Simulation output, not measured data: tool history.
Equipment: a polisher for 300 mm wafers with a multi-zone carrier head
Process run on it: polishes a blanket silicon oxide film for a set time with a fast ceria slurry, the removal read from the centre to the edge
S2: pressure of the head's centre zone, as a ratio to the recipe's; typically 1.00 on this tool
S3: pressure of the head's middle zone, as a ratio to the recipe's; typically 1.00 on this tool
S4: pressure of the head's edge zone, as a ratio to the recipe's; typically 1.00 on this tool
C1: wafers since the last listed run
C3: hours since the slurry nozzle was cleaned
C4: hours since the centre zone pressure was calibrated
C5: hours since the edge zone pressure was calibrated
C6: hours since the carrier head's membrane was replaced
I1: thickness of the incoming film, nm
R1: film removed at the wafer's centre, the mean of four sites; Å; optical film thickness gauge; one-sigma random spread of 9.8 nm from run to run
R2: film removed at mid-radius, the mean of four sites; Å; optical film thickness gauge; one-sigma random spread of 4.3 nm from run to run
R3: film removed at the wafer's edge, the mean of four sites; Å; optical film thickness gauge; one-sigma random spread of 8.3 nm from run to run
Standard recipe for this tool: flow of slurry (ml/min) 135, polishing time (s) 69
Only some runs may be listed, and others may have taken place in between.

Run 1, hour 0.0: usual settings but flow of slurry (ml/min) 170; C1 0; wafers polished on this pad 773; C3 237.9; C4 551.9; C5 863.7; C6 1108.9; I1 3410.2. Result: R1 5804 Å, R2 6060 Å, R3 5895 Å.
Run 2, hour 15.5: usual settings but flow of slurry (ml/min) 170; C1 198; wafers polished on this pad 972; C3 253.4; C4 567.4; C5 879.2; C6 1124.4; I1 3436.5. Result: R1 5730 Å, R2 5878 Å, R3 6016 Å.
At hour 19.6: worn pad replaced by a new one.
Run 3, hour 25.4: usual settings but flow of slurry (ml/min) 170; C1 75; wafers polished on this pad 74; C3 263.3; C4 577.3; C5 889.1; C6 1134.3; I1 3346.3. Result: R1 6265 Å, R2 6493 Å, R3 6474 Å.
Run 4, hour 35.4: usual settings but flow of slurry (ml/min) 170, S4 0.93; C1 128; wafers polished on this pad 202; C3 273.3; C4 587.3; C5 899.1; C6 1144.3; I1 3408.2. Result: R1 6111 Å, R2 6331 Å, R3 6066 Å.
At hour 46.2: carrier head's membrane replaced by a new one.
Run 5, hour 46.7: usual settings; C1 80; wafers polished on this pad 283; C3 284.6; C4 598.6; C5 910.4; C6 0.5; I1 3436.9. Result: R1 5663 Å, R2 5802 Å, R3 5826 Å.
Run 6, hour 57.9: usual settings but flow of slurry (ml/min) 155, S4 0.92, polishing time (s) 78; C1 143; wafers polished on this pad 426; C3 295.8; C4 609.8; C5 921.6; C6 11.7; I1 3402.6. Result: R1 6543 Å, R2 6590 Å, R3 6322 Å.
At hour 60.7: edge zone pressure recalibrated.
At hour 72.9: slurry nozzle cleaned.
Run 7, hour 94.6: usual settings but S3 1.08; C1 431; wafers polished on this pad 858; C3 21.7; C4 646.5; C5 33.9; C6 48.4; I1 3327.6. Result: R1 5615 Å, R2 6197 Å, R3 5922 Å.
Run 8, hour 108.5: usual settings but flow of slurry (ml/min) 100, S2 0.91; C1 178; wafers polished on this pad 1036; C3 35.6; C4 660.4; C5 47.8; C6 62.3; I1 3385.4. Result: R1 4760 Å, R2 5360 Å, R3 5422 Å.
At hour 119.9: worn pad replaced by a new one.
Run 9, hour 120.4: usual settings but S3 1.07, S4 0.91; C1 101; wafers polished on this pad 6; C3 47.5; C4 672.3; C5 59.7; C6 74.2; I1 3406.7. Result: R1 6509 Å, R2 6985 Å, R3 6252 Å.
Run 10, hour 128.4: usual settings but flow of slurry (ml/min) 160; C1 102; wafers polished on this pad 108; C3 55.5; C4 680.3; C5 67.7; C6 82.2; I1 3400.5. Result: R1 6553 Å, R2 6622 Å, R3 6520 Å.
At hour 147.9: centre zone pressure recalibrated.
Run 11, hour 148.4: usual settings but S3 0.93, S4 1.09; C1 230; wafers polished on this pad 339; C3 75.5; C4 0.5; C5 87.7; C6 102.2; I1 3366.6. Result: R1 5975 Å, R2 5775 Å, R3 6348 Å.
Run 12, hour 163.6: usual settings but S3 1.11; C1 194; wafers polished on this pad 534; C3 90.7; C4 15.7; C5 102.9; C6 117.4; I1 3372.7. Result: R1 5843 Å, R2 6530 Å, R3 5892 Å.
Run 13, hour 174.2: usual settings; C1 135; wafers polished on this pad 669; C3 101.3; C4 26.3; C5 113.5; C6 128.0; I1 3428.5. Result: R1 5738 Å, R2 5826 Å, R3 5931 Å.
Run 14, hour 186.2: usual settings but flow of slurry (ml/min) 170, S4 0.94; C1 153; wafers polished on this pad 823; C3 113.3; C4 38.3; C5 125.5; C6 140.0; I1 3402.4. Result: R1 5986 Å, R2 6122 Å, R3 5900 Å.
Run 15, hour 193.3: usual settings but S2 0.93, polishing time (s) 75; C1 90; wafers polished on this pad 914; C3 120.4; C4 45.4; C5 132.6; C6 147.1; I1 3361.7. Result: R1 5894 Å, R2 6303 Å, R3 6360 Å.
Run 16, hour 200.7: usual settings but S4 0.97; C1 94; wafers polished on this pad 1009; C3 127.8; C4 52.8; C5 140.0; C6 154.5; I1 3366.0. Result: R1 5569 Å, R2 5825 Å, R3 5831 Å.
Run 17, hour 214.3: usual settings but S2 0.95, S4 0.93; C1 174; wafers polished on this pad 1183; C3 141.4; C4 66.4; C5 153.6; C6 168.1; I1 3408.3. Result: R1 5264 Å, R2 5771 Å, R3 5605 Å.
At hour 220.8: worn pad replaced by a new one.
Run 18, hour 221.3: usual settings; C1 38; wafers polished on this pad 6; C3 148.4; C4 73.4; C5 160.6; C6 175.1; I1 3403.1. Result: R1 6281 Å, R2 6521 Å, R3 6398 Å.
Run 19, hour 229.8: usual settings but S2 0.93, polishing time (s) 75; C1 108; wafers polished on this pad 115; C3 156.9; C4 81.9; C5 169.1; C6 183.6; I1 3433.6. Result: R1 6337 Å, R2 6902 Å, R3 6714 Å.
Run 20, hour 241.2: usual settings but S2 0.93, polishing time (s) 58; C1 146; wafers polished on this pad 261; C3 168.3; C4 93.3; C5 180.5; C6 195.0; I1 3406.4. Result: R1 4695 Å, R2 5141 Å, R3 5158 Å.
Run 21, hour 252.1: usual settings but S3 0.97, S4 1.06; C1 139; wafers polished on this pad 401; C3 179.2; C4 104.2; C5 191.4; C6 205.9; I1 3381.9. Result: R1 5746 Å, R2 5768 Å, R3 6159 Å.

Predict each of these 5 candidate next runs independently; none follows another, all start after run 21:
Run A, hour 252.5: usual settings but flow of slurry (ml/min) 175; C1 5; wafers polished on this pad 406; C3 179.6; C4 104.6; C5 191.8; C6 206.3; I1 3418.1. Result: R1 ?, R2 ?, R3 ?.
Run B, hour 252.5: usual settings but flow of slurry (ml/min) 120, S4 1.07; C1 5; wafers polished on this pad 406; C3 179.6; C4 104.6; C5 191.8; C6 206.3; I1 3418.1. Result: R1 ?, R2 ?, R3 ?.
Run C, hour 252.5: usual settings but flow of slurry (ml/min) 155, S2 1.04, S3 0.96; C1 5; wafers polished on this pad 406; C3 179.6; C4 104.6; C5 191.8; C6 206.3; I1 3418.1. Result: R1 ?, R2 ?, R3 ?.
Run D, hour 252.5: usual settings but S3 1.09, S4 1.05; C1 5; wafers polished on this pad 406; C3 179.6; C4 104.6; C5 191.8; C6 206.3; I1 3418.1. Result: R1 ?, R2 ?, R3 ?.
Run E, hour 252.5: usual settings but flow of slurry (ml/min) 165; C1 5; wafers polished on this pad 406; C3 179.6; C4 104.6; C5 191.8; C6 206.3; I1 3418.1. Result: R1 ?, R2 ?, R3 ?.

run    R1    R2    R3
  A  6059  6266  6076
  B  5479  5736  5902
  C  6130  5908  5973
  D  5686  6371  5969
  E  5982  6195  6026
Without the tool's unlogged condition, the same runs would have read:
run    R1    R2    R3
  A  6770  6988  6748
  B  6176  6444  6584
  C  6866  6601  6642
  D  6389  7139  6649
  E  6691  6915  6697

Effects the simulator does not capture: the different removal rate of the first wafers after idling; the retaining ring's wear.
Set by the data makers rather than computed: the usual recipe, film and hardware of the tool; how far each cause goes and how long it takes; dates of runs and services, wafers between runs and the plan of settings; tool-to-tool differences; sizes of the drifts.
